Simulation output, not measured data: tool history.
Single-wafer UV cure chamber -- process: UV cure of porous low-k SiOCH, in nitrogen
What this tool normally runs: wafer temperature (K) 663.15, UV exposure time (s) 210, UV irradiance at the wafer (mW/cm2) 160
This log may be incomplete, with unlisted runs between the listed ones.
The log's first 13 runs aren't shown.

run    hour  wafer temperature (K)  UV exposure time (s)  UV irradiance at the wafer (mW/cm2)  loss of film thickness in the cure (%)
 14  1094.3                 663.15                   210                                  160                                  13.982
 15  1181.1                 663.15                   210                                  160                                  13.892
 16  1248.9                 663.15                   210                                  160                                  13.794
 17  1311.3                 663.15                   210                                  160                                  13.555
     1334.2  -- quartz window cleaned
 18  1372.2                 663.15                   210                                  160                                  13.356
 19  1429.8                 656.15                   210                                  146                                  12.715
 20  1490.4                 663.15                   210                                  160                                  13.674
 21  1537.2                 658.15                   140                                  132                                  10.636
 22  1592.5                 663.15                   210                                  160                                  13.272
 23  1666.0                 663.15                   290                                  130                                  13.921
 24  1750.0                 663.15                   300                                  160                                  14.679
 25  1856.6                 663.15                   210                                  160                                  13.094
 26  1916.8                 677.15                   280                                  144                                  14.070
     1943.4  -- quartz window cleaned
 27  2052.0                 663.15                   210                                  160                                  13.156
 28  2147.4                 653.15                   210                                  181                                  13.783
     2191.4  -- UV bulbs replaced
 29  2233.3                 663.15                   210                                  160                                  13.797
 30  2315.9                 657.15                   175                                  190                                  13.470
 31  2403.6                 663.15                   130                                  160                                  11.609
 32  2440.4                 663.15                   120                                  160                                  11.304
     2496.6  -- quartz window cleaned
 33  2545.2                 643.15                   105                                  172                                  10.477
 34  2618.5                 673.15                   210                                  172                                  14.195
 35  2707.2                 651.15                   295                                  120                                  13.794
 36  2813.0                 663.15                   130                                  160                                  11.206

Branching from run 36: 4 alternative next runs. What would each branch give?
  A  2813.5                 663.15                   210                                  130                                       ?
  B  2813.5                 663.15                   140                                  160                                       ?
  C  2813.5                 663.15                   260                                  160                                       ?
  D  2813.5                 655.15                   210                                  160                                       ?

run  loss of film thickness in the cure (%)
  A                                  12.534
  B                                  11.616
  C                                  14.546
  D                                  13.364
Had the tool no hidden state, the same runs would have come out as:
run  loss of film thickness in the cure (%)
  A                                  12.979
  B                                  12.052
  C                                  15.006
  D                                  13.817

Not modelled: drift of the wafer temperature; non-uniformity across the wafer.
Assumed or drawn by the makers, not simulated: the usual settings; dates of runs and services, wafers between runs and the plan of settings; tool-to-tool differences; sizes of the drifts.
